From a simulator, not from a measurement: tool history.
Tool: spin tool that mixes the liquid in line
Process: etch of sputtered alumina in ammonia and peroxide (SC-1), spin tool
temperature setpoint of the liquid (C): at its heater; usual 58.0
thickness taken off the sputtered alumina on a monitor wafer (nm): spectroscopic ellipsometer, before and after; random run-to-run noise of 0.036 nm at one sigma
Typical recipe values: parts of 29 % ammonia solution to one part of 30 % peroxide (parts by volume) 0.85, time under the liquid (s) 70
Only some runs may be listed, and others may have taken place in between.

run	hour	temperature setpoint of the liquid (C)	parts of 29 % ammonia solution to one part of 30 % peroxide (parts by volume)	time under the liquid (s)	wafers since the last listed run	hours since the thermometer was replaced	hours since the ammonia flow meter was replaced	hours since the heated supply line was repaired	hours since the drum of ammonia solution was connected	hours since the gauge calibration	read-back film thickness of the sputtered alumina reference wafer, read on the same gauge (nm)	thickness taken off the sputtered alumina on a monitor wafer (nm)
1	0.0	58.0	0.85	55	0	1337.7	972.6	1653.0	694.3	375.0	130.020	2.927
2	67.0	58.0	0.85	55	967	1404.7	1039.6	1720.0	761.3	442.0	129.993	2.904
3	106.1	58.0	0.85	70	564	1443.8	1078.7	1759.1	800.4	481.1	129.963	3.649
4	151.4	58.0	0.85	70	653	1489.1	1124.0	1804.4	845.7	526.4	130.023	3.665
5	215.5	63.0	0.60	70	925	1553.2	1188.1	1868.5	909.8	590.5	129.981	4.564
6	264.9	63.0	0.60	70	713	1602.6	1237.5	1917.9	959.2	639.9	130.005	4.581
7	331.7	63.0	0.60	70	964	1669.4	1304.3	1984.7	1026.0	706.7	129.985	4.560
8	367.5	58.0	0.85	90	516	1705.2	1340.1	2020.5	1061.8	742.5	130.000	4.650
9	396.3	58.0	0.85	70	415	1734.0	1368.9	2049.3	1090.6	771.3	130.003	3.615
# hour 406.8: gauge calibrated
# hour 410.0: ammonia flow meter replaced
# hour 412.6: new drum of ammonia solution connected
10	420.6	58.0	0.85	70	321	1758.3	10.6	2073.6	8.0	13.8	129.977	3.661
# hour 470.5: heated supply line repaired
11	478.6	58.0	0.85	70	822	1816.3	68.6	8.1	66.0	71.8	129.992	3.373
12	535.5	64.5	1.15	85	821	1873.2	125.5	65.0	122.9	128.7	129.962	5.899
13	569.8	67.5	0.85	70	495	1907.5	159.8	99.3	157.2	163.0	130.002	5.459
# hour 581.2: heated supply line repaired, repeated, since the last time left the tool worse
# hour 612.0: thermometer replaced
14	618.2	67.5	0.85	70	669	6.2	208.2	37.0	205.6	211.4	130.002	6.799
15	661.2	55.0	0.85	55	620	49.2	251.2	80.0	248.6	254.4	130.018	2.747
16	702.7	58.0	1.15	40	599	90.7	292.7	121.5	290.1	295.9	129.990	2.422
17	753.6	58.0	0.85	105	734	141.6	343.6	172.4	341.0	346.8	129.996	6.163
18	782.7	58.0	0.85	70	420	170.7	372.7	201.5	370.1	375.9	129.968	4.047
19	840.6	58.0	0.85	95	835	228.6	430.6	259.4	428.0	433.8	130.036	5.568
20	911.2	58.0	0.70	50	1019	299.2	501.2	330.0	498.6	504.4	129.992	2.887

How the hidden state differs across the entries between the runs, from the last listed run before each to the first after it:
After run 9, before run 10: gauge calibrated (hour 406.8); ammonia flow meter replaced (hour 410.0); new drum of ammonia solution connected (hour 412.6)
  temperature lost on the way to the wafer (K): 2.6 -> 2.62
  the result without the hidden state subtracted from the measured one, thickness taken off the sputtered alumina on a monitor wafer (nm): -0.529 -> -0.539
After run 10, before run 11: heated supply line repaired (hour 470.5)
  temperature lost on the way to the wafer (K): 2.62 -> 3.87
  the result without the hidden state subtracted from the measured one, thickness taken off the sputtered alumina on a monitor wafer (nm): -0.539 -> -0.763
After run 13, before run 14: heated supply line repaired, repeated, since the last time left the tool worse (hour 581.2); thermometer replaced (hour 612.0)
  temperature lost on the way to the wafer (K): 3.97 -> 0.0858
  the result without the hidden state subtracted from the measured one, thickness taken off the sputtered alumina on a monitor wafer (nm): -1.184 -> -0.030
